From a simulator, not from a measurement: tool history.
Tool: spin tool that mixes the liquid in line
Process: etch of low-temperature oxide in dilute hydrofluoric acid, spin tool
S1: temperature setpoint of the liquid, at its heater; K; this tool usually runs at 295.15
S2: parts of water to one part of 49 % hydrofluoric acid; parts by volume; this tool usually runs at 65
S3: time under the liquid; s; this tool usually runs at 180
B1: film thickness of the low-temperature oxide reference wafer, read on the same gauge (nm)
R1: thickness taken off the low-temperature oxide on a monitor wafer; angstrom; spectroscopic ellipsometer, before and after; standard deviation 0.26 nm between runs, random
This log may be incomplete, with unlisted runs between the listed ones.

{"run": 1, "hour": 0.0, "S1": 295.15, "S2": 65, "S3": 180, "B1": 129.98, "R1": 271.9}
{"run": 2, "hour": 62.9, "S1": 295.15, "S2": 65, "S3": 180, "B1": 130.0, "R1": 276.8}
{"hour": 98.3, "done": "hydrofluoric acid flow meter replaced"}
{"run": 3, "hour": 109.5, "S1": 295.15, "S2": 65, "S3": 180, "B1": 130.0, "R1": 301.2}
{"run": 4, "hour": 369.9, "S1": 295.15, "S2": 65, "S3": 145, "B1": 130.0, "R1": 238.4}
{"run": 5, "hour": 458.6, "S1": 295.15, "S2": 65, "S3": 180, "B1": 130.0, "R1": 292.5}
{"run": 6, "hour": 528.4, "S1": 295.15, "S2": 65, "S3": 180, "B1": 129.99, "R1": 292.9}
{"run": 7, "hour": 574.8, "S1": 295.15, "S2": 65, "S3": 180, "B1": 130.01, "R1": 293.4}
{"run": 8, "hour": 652.9, "S1": 295.15, "S2": 65, "S3": 180, "B1": 129.98, "R1": 284.7}
{"run": 9, "hour": 739.4, "S1": 295.15, "S2": 65, "S3": 180, "B1": 130.0, "R1": 288.1}
{"run": 10, "hour": 791.6, "S1": 295.15, "S2": 65, "S3": 180, "B1": 130.01, "R1": 292.0}
{"hour": 839.5, "done": "gauge calibrated"}
{"run": 11, "hour": 865.8, "S1": 295.15, "S2": 65, "S3": 180, "B1": 130.02, "R1": 290.6}
{"run": 12, "hour": 905.0, "S1": 297.15, "S2": 65, "S3": 180, "B1": 129.98, "R1": 308.9}
{"hour": 987.5, "done": "hydrofluoric acid flow meter replaced"}
{"run": 13, "hour": 988.0, "S1": 299.65, "S2": 40, "S3": 90, "B1": 130.0, "R1": 316.3}
{"hour": 1022.2, "done": "thermometer replaced"}
{"run": 14, "hour": 1047.0, "S1": 290.65, "S2": 75, "S3": 265, "B1": 130.01, "R1": 299.7}
{"run": 15, "hour": 1127.5, "S1": 295.15, "S2": 65, "S3": 85, "B1": 130.0, "R1": 134.5}
{"run": 16, "hour": 1184.0, "S1": 298.15, "S2": 80, "S3": 215, "B1": 130.01, "R1": 304.8}
{"run": 17, "hour": 1249.0, "S1": 295.15, "S2": 65, "S3": 180, "B1": 129.99, "R1": 281.0}
{"run": 18, "hour": 1330.3, "S1": 300.15, "S2": 75, "S3": 135, "B1": 130.01, "R1": 217.8}
{"run": 19, "hour": 1409.1, "S1": 295.15, "S2": 65, "S3": 180, "B1": 129.99, "R1": 277.2}
{"run": 20, "hour": 1451.5, "S1": 295.15, "S2": 65, "S3": 180, "B1": 130.0, "R1": 281.8}
{"run": 21, "hour": 1501.5, "S1": 295.15, "S2": 65, "S3": 75, "B1": 130.0, "R1": 116.3}

Each row is a separate what-if for the run after 21, all from the same tool condition, not one after another. Results?
{"run": "A", "hour": 1502.0, "S1": 295.15, "S2": 65, "S3": 130, "B1": "?", "R1": "?"}
{"run": "B", "hour": 1502.0, "S1": 290.15, "S2": 45, "S3": 115, "B1": "?", "R1": "?"}
{"run": "C", "hour": 1502.0, "S1": 291.15, "S2": 80, "S3": 280, "B1": "?", "R1": "?"}
{"run": "D", "hour": 1502.0, "S1": 298.65, "S2": 85, "S3": 110, "B1": "?", "R1": "?"}
{"run": "E", "hour": 1502.0, "S1": 290.65, "S2": 90, "S3": 255, "B1": "?", "R1": "?"}

run=A B1=129.98 R1=201.3
run=B B1=129.98 R1=213.6
run=C B1=129.98 R1=292.9
run=D B1=129.98 R1=145.9
run=E B1=129.98 R1=229.5
Without the tool's hidden state the same runs would have given:
run=A R1=206.6
run=B R1=218.6
run=C R1=300.6
run=D R1=150.2
run=E R1=235.7
